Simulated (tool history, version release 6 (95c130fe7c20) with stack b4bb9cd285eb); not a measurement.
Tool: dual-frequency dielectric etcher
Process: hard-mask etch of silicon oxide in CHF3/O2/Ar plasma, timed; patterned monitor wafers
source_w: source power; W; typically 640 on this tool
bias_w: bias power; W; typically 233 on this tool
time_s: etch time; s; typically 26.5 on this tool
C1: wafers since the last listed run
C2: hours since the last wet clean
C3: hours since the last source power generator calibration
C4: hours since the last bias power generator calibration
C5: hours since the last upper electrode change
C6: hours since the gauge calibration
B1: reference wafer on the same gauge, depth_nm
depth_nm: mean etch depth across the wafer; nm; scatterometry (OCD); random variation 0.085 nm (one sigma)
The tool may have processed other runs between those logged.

run 1 hour=0.0 | source_w=640 bias_w=233 time_s=30.0 | C1=0 C2=468.8 C3=3063.7 C4=4259.4 C5=2818.5 C6=49.6 | B1=55.6 | depth_nm=62.2
run 2 hour=15.5 | source_w=640 bias_w=233 time_s=30.0 | C1=262 C2=484.3 C3=3079.2 C4=4274.9 C5=2834.0 C6=65.1 | B1=55.6 | depth_nm=62.1
run 3 hour=30.2 | source_w=640 bias_w=262 time_s=26.5 | C1=249 C2=499.0 C3=3093.9 C4=4289.6 C5=2848.7 C6=79.8 | B1=55.6 | depth_nm=56.2
run 4 hour=44.4 | source_w=640 bias_w=233 time_s=26.5 | C1=240 C2=513.2 C3=3108.1 C4=4303.8 C5=2862.9 C6=94.0 | B1=55.6 | depth_nm=54.7
run 5 hour=56.4 | source_w=640 bias_w=233 time_s=26.5 | C1=203 C2=525.2 C3=3120.1 C4=4315.8 C5=2874.9 C6=106.0 | B1=55.6 | depth_nm=54.6
-- hour=81.5 wet clean of the chamber
run 6 hour=82.0 | source_w=640 bias_w=233 time_s=26.5 | C1=27 C2=0.5 C3=3145.7 C4=4341.4 C5=2900.5 C6=131.6 | B1=55.6 | depth_nm=56.3
run 7 hour=84.1 | source_w=640 bias_w=233 time_s=26.5 | C1=35 C2=2.6 C3=3147.8 C4=4343.5 C5=2902.6 C6=133.7 | B1=55.6 | depth_nm=56.3
run 8 hour=94.8 | source_w=640 bias_w=233 time_s=26.5 | C1=181 C2=13.3 C3=3158.5 C4=4354.2 C5=2913.3 C6=144.4 | B1=55.6 | depth_nm=56.3
run 9 hour=110.2 | source_w=640 bias_w=233 time_s=26.5 | C1=260 C2=28.7 C3=3173.9 C4=4369.6 C5=2928.7 C6=159.8 | B1=55.6 | depth_nm=56.3
run 10 hour=116.2 | source_w=640 bias_w=233 time_s=26.5 | C1=101 C2=34.7 C3=3179.9 C4=4375.6 C5=2934.7 C6=165.8 | B1=55.6 | depth_nm=56.2
run 11 hour=129.9 | source_w=640 bias_w=262 time_s=26.5 | C1=232 C2=48.4 C3=3193.6 C4=4389.3 C5=2948.4 C6=179.5 | B1=55.6 | depth_nm=57.6
-- hour=135.7 gauge calibrated
run 12 hour=138.7 | source_w=690 bias_w=202 time_s=31.0 | C1=149 C2=57.2 C3=3202.4 C4=4398.1 C5=2957.2 C6=3.0 | B1=55.6 | depth_nm=65.4
-- hour=153.2 bias power generator calibrated
-- hour=155.2 source power generator calibrated
-- hour=166.5 upper electrode replaced
run 13 hour=167.0 | source_w=640 bias_w=233 time_s=26.5 | C1=185 C2=85.5 C3=11.8 C4=13.8 C5=0.5 C6=31.3 | B1=55.6 | depth_nm=56.0
run 14 hour=167.3 | source_w=640 bias_w=233 time_s=26.5 | C1=5 C2=85.8 C3=12.1 C4=14.1 C5=0.8 C6=31.6 | B1=55.6 | depth_nm=56.0
run 15 hour=174.4 | source_w=530 bias_w=274 time_s=26.5 | C1=120 C2=92.9 C3=19.2 C4=21.2 C5=7.9 C6=38.7 | B1=55.6 | depth_nm=54.6
run 16 hour=192.4 | source_w=640 bias_w=233 time_s=26.5 | C1=304 C2=110.9 C3=37.2 C4=39.2 C5=25.9 C6=56.7 | B1=55.6 | depth_nm=56.1
run 17 hour=204.9 | source_w=640 bias_w=277 time_s=32.0 | C1=211 C2=123.4 C3=49.7 C4=51.7 C5=38.4 C6=69.2 | B1=55.6 | depth_nm=70.1
run 18 hour=224.4 | source_w=740 bias_w=280 time_s=26.5 | C1=330 C2=142.9 C3=69.2 C4=71.2 C5=57.9 C6=88.7 | B1=55.6 | depth_nm=61.1
run 19 hour=232.5 | source_w=790 bias_w=175 time_s=31.5 | C1=137 C2=151.0 C3=77.3 C4=79.3 C5=66.0 C6=96.8 | B1=55.6 | depth_nm=67.4
run 20 hour=248.3 | source_w=540 bias_w=281 time_s=26.5 | C1=267 C2=166.8 C3=93.1 C4=95.1 C5=81.8 C6=112.6 | B1=55.6 | depth_nm=55.0

Each row is a separate what-if for the run after 20, all from the same tool condition, not one after another. Results?
run A hour=248.7 | source_w=490 bias_w=233 time_s=26.5 | C1=6 C2=167.2 C3=93.5 C4=95.5 C5=82.2 C6=113.0 | B1=? | depth_nm=?
run B hour=248.7 | source_w=700 bias_w=233 time_s=26.5 | C1=6 C2=167.2 C3=93.5 C4=95.5 C5=82.2 C6=113.0 | B1=? | depth_nm=?
run C hour=248.7 | source_w=570 bias_w=233 time_s=22.5 | C1=6 C2=167.2 C3=93.5 C4=95.5 C5=82.2 C6=113.0 | B1=? | depth_nm=?
run D hour=248.7 | source_w=530 bias_w=201 time_s=26.5 | C1=6 C2=167.2 C3=93.5 C4=95.5 C5=82.2 C6=113.0 | B1=? | depth_nm=?
run E hour=248.7 | source_w=730 bias_w=233 time_s=26.5 | C1=6 C2=167.2 C3=93.5 C4=95.5 C5=82.2 C6=113.0 | B1=? | depth_nm=?

run=A B1=55.6 depth_nm=51.0
run=B B1=55.6 depth_nm=57.5
run=C B1=55.6 depth_nm=45.5
run=D B1=55.6 depth_nm=50.7
run=E B1=55.6 depth_nm=58.3
Without the tool's unlogged condition, the same runs would have read:
run=A depth_nm=51.7
run=B depth_nm=58.3
run=C depth_nm=46.2
run=D depth_nm=51.5
run=E depth_nm=59.2

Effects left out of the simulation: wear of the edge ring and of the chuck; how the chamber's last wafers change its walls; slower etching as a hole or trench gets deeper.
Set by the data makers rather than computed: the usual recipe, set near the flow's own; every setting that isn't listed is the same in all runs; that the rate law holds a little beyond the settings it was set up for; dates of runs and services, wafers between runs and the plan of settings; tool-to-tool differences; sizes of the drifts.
